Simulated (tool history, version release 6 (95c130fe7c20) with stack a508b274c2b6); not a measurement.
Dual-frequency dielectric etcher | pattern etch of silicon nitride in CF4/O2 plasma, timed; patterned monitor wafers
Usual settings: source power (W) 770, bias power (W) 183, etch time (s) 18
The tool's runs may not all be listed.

run     day  source power (W)  bias power (W)  etch time (s)  read-back reference wafer on the same gauge, depth_nm  mean etch depth across the wafer (Å)
  1       0               770             183             18                                                   59.8                                   520
  2   1.004               770             183             18                                                   59.8                                   519
  3   1.983               770             183             18                                                   59.8                                   520
  4   2.517               770             183             18                                                   59.8                                   517
  5   3.142               770             183             18                                                   59.8                                   517
  6     4.9               770             183             18                                                   59.8                                   513
  7   5.517               770             183             18                                                   59.8                                   514
      6.417  -- bias power generator calibrated
      7.529  -- upper electrode replaced
  8    8.55               770             183             18                                                   59.8                                   510
      8.733  -- gauge calibrated
  9   9.988               770             183             18                                                   59.8                                   509
 10  10.729               960             183             22                                                   59.8                                   723
 11  11.408               770             183           14.5                                                   59.8                                   408
 12  12.246               910             198           15.5                                                   59.8                                   502
       13.1  -- source power generator calibrated
     13.954  -- wet clean of the chamber
 13  13.975               770             183             18                                                   59.8                                   524
 14  13.992               770             183             18                                                   59.8                                   522
 15  14.725               680             137           21.5                                                   59.8                                   528
 16  15.796               630             201           14.5                                                   59.8                                   375
 17  16.675               900             183           23.5                                                   59.8                                   755
 18  17.454               690             167           20.5                                                   59.8                                   533

3 ways to go on from here, each from the tool as it stands after run 18. What would each give?
  A  17.471               770             183             18                                                      ?                                     ?
  B  17.471               920             148             18                                                      ?                                     ?
  C  17.471               680             200           21.5                                                      ?                                     ?

run  read-back reference wafer on the same gauge, depth_nm  mean etch depth across the wafer (Å)
  A                                                   59.9                                   518
  B                                                   59.9                                   554
  C                                                   59.9                                   584
Without the tool's hidden state the same runs would have given:
run  mean etch depth across the wafer (Å)
  A                                   525
  B                                   561
  C                                   591

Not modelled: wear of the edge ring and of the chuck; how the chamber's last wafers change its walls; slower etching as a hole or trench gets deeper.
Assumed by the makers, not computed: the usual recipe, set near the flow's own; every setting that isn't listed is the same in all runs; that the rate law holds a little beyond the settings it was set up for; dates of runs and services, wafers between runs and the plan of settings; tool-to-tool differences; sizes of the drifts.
